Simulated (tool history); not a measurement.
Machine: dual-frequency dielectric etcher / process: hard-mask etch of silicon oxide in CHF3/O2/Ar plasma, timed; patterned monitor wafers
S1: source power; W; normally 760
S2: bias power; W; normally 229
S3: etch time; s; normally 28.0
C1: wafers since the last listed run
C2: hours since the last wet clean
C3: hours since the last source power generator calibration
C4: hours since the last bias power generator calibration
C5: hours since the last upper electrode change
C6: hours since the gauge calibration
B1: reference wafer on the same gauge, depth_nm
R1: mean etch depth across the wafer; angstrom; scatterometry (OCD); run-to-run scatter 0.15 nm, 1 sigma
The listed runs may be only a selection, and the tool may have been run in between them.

Run 1, hour 0.0: usual settings; C1 0; C2 418.5; C3 2192.7; C4 3203.8; C5 4439.1; C6 802.1; B1 58.1. Result: R1 605 angstrom.
At hour 18.2: wet clean of the chamber.
Run 2, hour 47.4: usual settings; C1 325; C2 29.2; C3 2240.1; C4 3251.2; C5 4486.5; C6 849.5; B1 58.1. Result: R1 610 angstrom.
Run 3, hour 88.7: usual settings; C1 459; C2 70.5; C3 2281.4; C4 3292.5; C5 4527.8; C6 890.8; B1 58.1. Result: R1 610 angstrom.
Run 4, hour 133.9: usual settings; C1 503; C2 115.7; C3 2326.6; C4 3337.7; C5 4573.0; C6 936.0; B1 58.1. Result: R1 609 angstrom.
At hour 148.2: gauge calibrated.
Run 5, hour 187.2: usual settings; C1 593; C2 169.0; C3 2379.9; C4 3391.0; C5 4626.3; C6 39.0; B1 58.1. Result: R1 607 angstrom.
Run 6, hour 230.3: usual settings; C1 479; C2 212.1; C3 2423.0; C4 3434.1; C5 4669.4; C6 82.1; B1 58.1. Result: R1 605 angstrom.
Run 7, hour 260.5: usual settings but S1 810 W; C1 336; C2 242.3; C3 2453.2; C4 3464.3; C5 4699.6; C6 112.3; B1 58.1. Result: R1 629 angstrom.
Run 8, hour 296.9: usual settings but S1 810 W; C1 405; C2 278.7; C3 2489.6; C4 3500.7; C5 4736.0; C6 148.7; B1 58.1. Result: R1 628 angstrom.
Run 9, hour 331.1: usual settings; C1 380; C2 312.9; C3 2523.8; C4 3534.9; C5 4770.2; C6 182.9; B1 58.1. Result: R1 604 angstrom.
At hour 412.9: wet clean of the chamber.
Run 10, hour 413.4: usual settings; C1 649; C2 0.5; C3 2606.1; C4 3617.2; C5 4852.5; C6 265.2; B1 58.1. Result: R1 611 angstrom.
At hour 519.3: upper electrode replaced.
Run 11, hour 519.8: usual settings but S2 245 W, S3 31.5 s; C1 917; C2 106.9; C3 2712.5; C4 3723.6; C5 0.5; C6 371.6; B1 58.1. Result: R1 711 angstrom.
Run 12, hour 554.2: usual settings but S2 245 W, S3 31.5 s; C1 383; C2 141.3; C3 2746.9; C4 3758.0; C5 34.9; C6 406.0; B1 58.1. Result: R1 711 angstrom.
At hour 598.2: bias power generator calibrated.
Run 13, hour 598.7: usual settings but S2 245 W, S3 31.5 s; C1 450; C2 185.8; C3 2791.4; C4 0.5; C5 79.4; C6 450.5; B1 58.1. Result: R1 731 angstrom.
Run 14, hour 649.2: usual settings but S2 207 W, S3 25.5 s; C1 562; C2 236.3; C3 2841.9; C4 51.0; C5 129.9; C6 501.0; B1 58.1. Result: R1 541 angstrom.
Run 15, hour 703.8: usual settings but S1 600 W, S2 260 W; C1 607; C2 290.9; C3 2896.5; C4 105.6; C5 184.5; C6 555.6; B1 58.1. Result: R1 577 angstrom.
At hour 733.9: source power generator calibrated.
Run 16, hour 774.7: usual settings but S1 820 W, S3 24.0 s; C1 744; C2 361.8; C3 40.8; C4 176.5; C5 255.4; C6 626.5; B1 58.1. Result: R1 556 angstrom.
Run 17, hour 800.3: usual settings but S1 620 W, S2 207 W; C1 285; C2 387.4; C3 66.4; C4 202.1; C5 281.0; C6 652.1; B1 58.1. Result: R1 522 angstrom.
At hour 838.9: wet clean of the chamber.
Run 18, hour 851.4: usual settings but S1 590 W; C1 301; C2 12.5; C3 117.5; C4 253.2; C5 332.1; C6 703.2; B1 58.1. Result: R1 536 angstrom.
Run 19, hour 913.1: usual settings; C1 686; C2 74.2; C3 179.2; C4 314.9; C5 393.8; C6 764.9; B1 58.1. Result: R1 626 angstrom.
Run 20, hour 974.0: usual settings; C1 678; C2 135.1; C3 240.1; C4 375.8; C5 454.7; C6 825.8; B1 58.1. Result: R1 621 angstrom.
At hour 985.0: gauge calibrated.
Run 21, hour 1004.8: usual settings; C1 342; C2 165.9; C3 270.9; C4 406.6; C5 485.5; C6 19.8; B1 58.1. Result: R1 623 angstrom.
Run 22, hour 1043.3: usual settings but S1 920 W, S2 252 W, S3 19.5 s; C1 428; C2 204.4; C3 309.4; C4 445.1; C5 524.0; C6 58.3; B1 58.1. Result: R1 503 angstrom.
Run 23, hour 1114.1: usual settings but S1 880 W, S3 30.5 s; C1 788; C2 275.2; C3 380.2; C4 515.9; C5 594.8; C6 129.1; B1 58.1. Result: R1 733 angstrom.
Run 24, hour 1160.0: usual settings; C1 511; C2 321.1; C3 426.1; C4 561.8; C5 640.7; C6 175.0; B1 58.1. Result: R1 618 angstrom.
Run 25, hour 1187.3: usual settings but S2 193 W, S3 25.0 s; C1 303; C2 348.4; C3 453.4; C4 589.1; C5 668.0; C6 202.3; B1 58.1. Result: R1 504 angstrom.
Run 26, hour 1238.6: usual settings but S2 194 W; C1 571; C2 399.7; C3 504.7; C4 640.4; C5 719.3; C6 253.6; B1 58.1. Result: R1 565 angstrom.
Run 27, hour 1273.8: usual settings but S1 660 W; C1 391; C2 434.9; C3 539.9; C4 675.6; C5 754.5; C6 288.8; B1 58.1. Result: R1 566 angstrom.
At hour 1305.1: wet clean of the chamber.
Run 28, hour 1312.0: usual settings; C1 158; C2 6.9; C3 578.1; C4 713.8; C5 792.7; C6 327.0; B1 58.1. Result: R1 625 angstrom.
Run 29, hour 1341.8: usual settings but S1 910 W, S2 274 W, S3 34.5 s; C1 331; C2 36.7; C3 607.9; C4 743.6; C5 822.5; C6 356.8; B1 58.1. Result: R1 926 angstrom.

Predict each of these 4 candidate next runs independently; none follows another, all start after run 29:
Run A, hour 1342.2: usual settings but S3 22.0 s; C1 4; C2 37.1; C3 608.3; C4 744.0; C5 822.9; C6 357.2; B1 ?. Result: R1 ?.
Run B, hour 1342.2: usual settings but S3 24.0 s; C1 4; C2 37.1; C3 608.3; C4 744.0; C5 822.9; C6 357.2; B1 ?. Result: R1 ?.
Run C, hour 1342.2: usual settings but S1 810 W, S2 259 W, S3 23.5 s; C1 4; C2 37.1; C3 608.3; C4 744.0; C5 822.9; C6 357.2; B1 ?. Result: R1 ?.
Run D, hour 1342.2: usual settings but S1 930 W, S2 205 W; C1 4; C2 37.1; C3 608.3; C4 744.0; C5 822.9; C6 357.2; B1 ?. Result: R1 ?.

run    B1   R1
  A  58.1  489
  B  58.1  534
  C  58.1  577
  D  58.1  658
Without the tool's unlogged condition, the same runs would have read:
run   R1
  A  494
  B  539
  C  582
  D  663
